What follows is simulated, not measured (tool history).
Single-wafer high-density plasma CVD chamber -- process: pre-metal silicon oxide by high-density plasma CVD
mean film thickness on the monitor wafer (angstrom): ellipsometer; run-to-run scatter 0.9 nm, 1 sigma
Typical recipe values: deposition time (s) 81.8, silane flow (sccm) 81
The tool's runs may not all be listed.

| run | hour | deposition time (s) | silane flow (sccm) | read-back reference wafer on the same gauge, thickness_nm | mean film thickness on the monitor wafer (angstrom) |
|---|---|---|---|---|---|
| 1 | 0.0 | 78.5 | 89 | 674.066 | 6115.74 |
| 2 | 6.1 | 81.8 | 76 | 673.910 | 5758.82 |
| 3 | 14.5 | 81.8 | 76 | 673.861 | 5756.17 |
| 4 | 32.3 | 81.8 | 81 | 673.807 | 5991.74 |
|  | 34.5 | gauge calibrated |
| 5 | 39.2 | 81.8 | 86 | 673.659 | 6232.06 |
| 6 | 46.0 | 81.8 | 86 | 673.789 | 6215.14 |
| 7 | 54.0 | 81.8 | 81 | 674.043 | 5983.24 |
| 8 | 66.6 | 81.8 | 81 | 674.118 | 5991.92 |
| 9 | 72.7 | 81.8 | 81 | 673.954 | 5974.27 |
| 10 | 79.8 | 81.8 | 81 | 674.018 | 5970.26 |
| 11 | 95.6 | 90.1 | 95 | 673.930 | 7319.40 |
| 12 | 104.5 | 81.8 | 81 | 673.853 | 5990.56 |
| 13 | 118.1 | 66.4 | 65 | 673.888 | 4250.09 |
|  | 129.5 | silane flow controller replaced |
| 14 | 130.0 | 81.8 | 96 | 674.131 | 6681.24 |
| 15 | 147.9 | 66.4 | 65 | 674.170 | 4251.15 |
|  | 151.0 | gauge calibrated |
| 16 | 156.1 | 76.6 | 65 | 674.142 | 4910.06 |
| 17 | 166.1 | 81.8 | 81 | 674.265 | 5982.19 |
| 18 | 176.8 | 71.0 | 66 | 673.858 | 4607.23 |
| 19 | 184.6 | 81.8 | 74 | 673.919 | 5675.90 |
| 20 | 196.7 | 72.4 | 94 | 673.959 | 5841.49 |

For each run, what was the tool's unlogged condition?
delivered silane flow above the setpoint (%): 0, the same for each run
gauge reads high (%): 0, the same for each run
